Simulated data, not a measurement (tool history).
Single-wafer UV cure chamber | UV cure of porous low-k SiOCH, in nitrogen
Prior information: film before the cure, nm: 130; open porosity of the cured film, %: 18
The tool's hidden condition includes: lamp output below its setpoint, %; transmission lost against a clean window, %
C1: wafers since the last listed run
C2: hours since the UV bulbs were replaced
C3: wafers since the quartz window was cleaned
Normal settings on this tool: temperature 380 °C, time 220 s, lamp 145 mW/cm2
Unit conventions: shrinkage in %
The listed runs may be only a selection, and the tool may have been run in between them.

{"run": 1, "hour": 0.0, "temperature": 380, "time": 220, "lamp": 145, "C1": 0, "C2": 1160, "C3": 1685, "shrinkage": 13.605}
{"hour": 49.6, "done": "UV bulbs replaced"}
{"run": 2, "hour": 168.4, "temperature": 380, "time": 220, "lamp": 145, "C1": 1236, "C2": 118.8, "C3": 2921, "shrinkage": 13.562}
{"run": 3, "hour": 245.8, "temperature": 380, "time": 220, "lamp": 145, "C1": 596, "C2": 196.2, "C3": 3518, "shrinkage": 13.657}
{"run": 4, "hour": 285.0, "temperature": 380, "time": 220, "lamp": 145, "C1": 302, "C2": 235.4, "C3": 3821, "shrinkage": 13.794}
{"run": 5, "hour": 321.6, "temperature": 365, "time": 280, "lamp": 145, "C1": 282, "C2": 272, "C3": 4103, "shrinkage": 14.353}
{"run": 6, "hour": 374.0, "temperature": 380, "time": 220, "lamp": 145, "C1": 404, "C2": 324.4, "C3": 4507, "shrinkage": 13.484}
{"run": 7, "hour": 439.8, "temperature": 380, "time": 220, "lamp": 145, "C1": 507, "C2": 390.2, "C3": 5014, "shrinkage": 13.321}
{"hour": 501.7, "done": "quartz window cleaned"}
{"run": 8, "hour": 511.3, "temperature": 380, "time": 220, "lamp": 145, "C1": 489, "C2": 461.7, "C3": 73, "shrinkage": 13.811}
{"run": 9, "hour": 549.8, "temperature": 380, "time": 125, "lamp": 145, "C1": 296, "C2": 500.2, "C3": 370, "shrinkage": 10.628}
{"run": 10, "hour": 603.9, "temperature": 380, "time": 325, "lamp": 145, "C1": 417, "C2": 554.3, "C3": 787, "shrinkage": 15.443}
{"run": 11, "hour": 680.8, "temperature": 380, "time": 325, "lamp": 145, "C1": 592, "C2": 631.2, "C3": 1380, "shrinkage": 15.512}
{"run": 12, "hour": 753.8, "temperature": 380, "time": 325, "lamp": 145, "C1": 562, "C2": 704.2, "C3": 1943, "shrinkage": 15.212}
{"run": 13, "hour": 849.0, "temperature": 380, "time": 220, "lamp": 145, "C1": 734, "C2": 799.4, "C3": 2677, "shrinkage": 13.491}
{"run": 14, "hour": 926.7, "temperature": 380, "time": 220, "lamp": 145, "C1": 599, "C2": 877.1, "C3": 3277, "shrinkage": 13.671}
{"run": 15, "hour": 996.2, "temperature": 380, "time": 220, "lamp": 145, "C1": 535, "C2": 946.6, "C3": 3813, "shrinkage": 13.292}
{"run": 16, "hour": 1045.3, "temperature": 380, "time": 220, "lamp": 145, "C1": 378, "C2": 995.7, "C3": 4191, "shrinkage": 13.658}
{"hour": 1113.9, "done": "quartz window cleaned"}
{"run": 17, "hour": 1119.9, "temperature": 380, "time": 220, "lamp": 145, "C1": 513, "C2": 1070.3, "C3": 46, "shrinkage": 13.463}
{"hour": 1198.9, "done": "UV bulbs replaced"}
{"run": 18, "hour": 1221.5, "temperature": 371, "time": 220, "lamp": 145, "C1": 721, "C2": 22.6, "C3": 767, "shrinkage": 13.54}
{"run": 19, "hour": 1311.6, "temperature": 371, "time": 220, "lamp": 145, "C1": 694, "C2": 112.7, "C3": 1462, "shrinkage": 13.207}
{"run": 20, "hour": 1354.4, "temperature": 380, "time": 220, "lamp": 145, "C1": 330, "C2": 155.5, "C3": 1792, "shrinkage": 13.811}
{"run": 21, "hour": 1398.6, "temperature": 380, "time": 220, "lamp": 145, "C1": 340, "C2": 199.7, "C3": 2133, "shrinkage": 13.462}
{"run": 22, "hour": 1468.6, "temperature": 380, "time": 220, "lamp": 145, "C1": 539, "C2": 269.7, "C3": 2673, "shrinkage": 13.319}
{"run": 23, "hour": 1536.7, "temperature": 380, "time": 220, "lamp": 145, "C1": 525, "C2": 337.8, "C3": 3198, "shrinkage": 13.571}
{"run": 24, "hour": 1598.9, "temperature": 380, "time": 220, "lamp": 145, "C1": 479, "C2": 400, "C3": 3677, "shrinkage": 13.724}
{"run": 25, "hour": 1647.6, "temperature": 393, "time": 220, "lamp": 162, "C1": 375, "C2": 448.7, "C3": 4053, "shrinkage": 14.422}
{"run": 26, "hour": 1691.0, "temperature": 364, "time": 220, "lamp": 145, "C1": 334, "C2": 492.1, "C3": 4388, "shrinkage": 13.198}
{"hour": 1715.2, "done": "quartz window cleaned"}
{"run": 27, "hour": 1750.8, "temperature": 390, "time": 220, "lamp": 133, "C1": 399, "C2": 551.9, "C3": 274, "shrinkage": 13.728}
{"run": 28, "hour": 1858.5, "temperature": 380, "time": 220, "lamp": 145, "C1": 830, "C2": 659.6, "C3": 1104, "shrinkage": 13.598}
{"run": 29, "hour": 1921.3, "temperature": 380, "time": 220, "lamp": 145, "C1": 484, "C2": 722.4, "C3": 1589, "shrinkage": 13.723}
{"run": 30, "hour": 1961.9, "temperature": 380, "time": 220, "lamp": 145, "C1": 313, "C2": 763, "C3": 1902, "shrinkage": 13.518}
{"run": 31, "hour": 2025.5, "temperature": 365, "time": 220, "lamp": 159, "C1": 490, "C2": 826.6, "C3": 2392, "shrinkage": 13.935}
{"run": 32, "hour": 2131.7, "temperature": 380, "time": 140, "lamp": 145, "C1": 818, "C2": 932.8, "C3": 3211, "shrinkage": 11.292}
{"run": 33, "hour": 2182.7, "temperature": 367, "time": 220, "lamp": 131, "C1": 393, "C2": 983.8, "C3": 3604, "shrinkage": 13.073}
{"hour": 2273.6, "done": "UV bulbs replaced"}
{"run": 34, "hour": 2282.9, "temperature": 380, "time": 175, "lamp": 125, "C1": 710, "C2": 9.3, "C3": 4315, "shrinkage": 11.879}
{"run": 35, "hour": 2352.5, "temperature": 380, "time": 220, "lamp": 180, "C1": 536, "C2": 78.9, "C3": 4852, "shrinkage": 14.638}
{"hour": 2414.7, "done": "quartz window cleaned"}
{"run": 36, "hour": 2455.5, "temperature": 380, "time": 220, "lamp": 145, "C1": 732, "C2": 181.9, "C3": 314, "shrinkage": 13.844}
{"run": 37, "hour": 2518.3, "temperature": 399, "time": 220, "lamp": 117, "C1": 484, "C2": 244.7, "C3": 799, "shrinkage": 13.128}
{"run": 38, "hour": 2624.1, "temperature": 398, "time": 285, "lamp": 120, "C1": 815, "C2": 350.5, "C3": 1614, "shrinkage": 14.37}
{"run": 39, "hour": 2674.6, "temperature": 397, "time": 220, "lamp": 145, "C1": 389, "C2": 401, "C3": 2004, "shrinkage": 13.889}
{"run": 40, "hour": 2742.8, "temperature": 364, "time": 130, "lamp": 107, "C1": 525, "C2": 469.2, "C3": 2530, "shrinkage": 9.342}
{"run": 41, "hour": 2806.0, "temperature": 380, "time": 290, "lamp": 124, "C1": 487, "C2": 532.4, "C3": 3017, "shrinkage": 14.198}
{"run": 42, "hour": 2866.2, "temperature": 364, "time": 280, "lamp": 145, "C1": 464, "C2": 592.6, "C3": 3481, "shrinkage": 14.608}
{"run": 43, "hour": 2915.6, "temperature": 371, "time": 220, "lamp": 145, "C1": 380, "C2": 642, "C3": 3862, "shrinkage": 13.403}
{"run": 44, "hour": 3010.8, "temperature": 391, "time": 220, "lamp": 183, "C1": 734, "C2": 737.2, "C3": 4596, "shrinkage": 14.595}
{"hour": 3104.2, "done": "quartz window cleaned"}
{"run": 45, "hour": 3108.5, "temperature": 380, "time": 340, "lamp": 127, "C1": 691, "C2": 834.9, "C3": 32, "shrinkage": 15.244}
{"run": 46, "hour": 3182.0, "temperature": 373, "time": 345, "lamp": 128, "C1": 566, "C2": 908.4, "C3": 599, "shrinkage": 14.986}

5 options for the next run, each taken on its own from the tool as it stands now. Forecast them:
{"run": "A", "hour": 3182.4, "temperature": 380, "time": 220, "lamp": 111, "C1": 3, "C2": 908.8, "C3": 602, "shrinkage": "?"}
{"run": "B", "hour": 3182.4, "temperature": 380, "time": 220, "lamp": 127, "C1": 3, "C2": 908.8, "C3": 602, "shrinkage": "?"}
{"run": "C", "hour": 3182.4, "temperature": 374, "time": 330, "lamp": 126, "C1": 3, "C2": 908.8, "C3": 602, "shrinkage": "?"}
{"run": "D", "hour": 3182.4, "temperature": 367, "time": 290, "lamp": 162, "C1": 3, "C2": 908.8, "C3": 602, "shrinkage": "?"}
{"run": "E", "hour": 3182.4, "temperature": 399, "time": 220, "lamp": 110, "C1": 3, "C2": 908.8, "C3": 602, "shrinkage": "?"}

run=A shrinkage=12.297
run=B shrinkage=12.926
run=C shrinkage=14.702
run=D shrinkage=15.148
run=E shrinkage=12.606
What these runs would have given with no unlogged condition in the tool:
run=A shrinkage=12.297
run=B shrinkage=12.926
run=C shrinkage=14.702
run=D shrinkage=15.148
run=E shrinkage=12.606
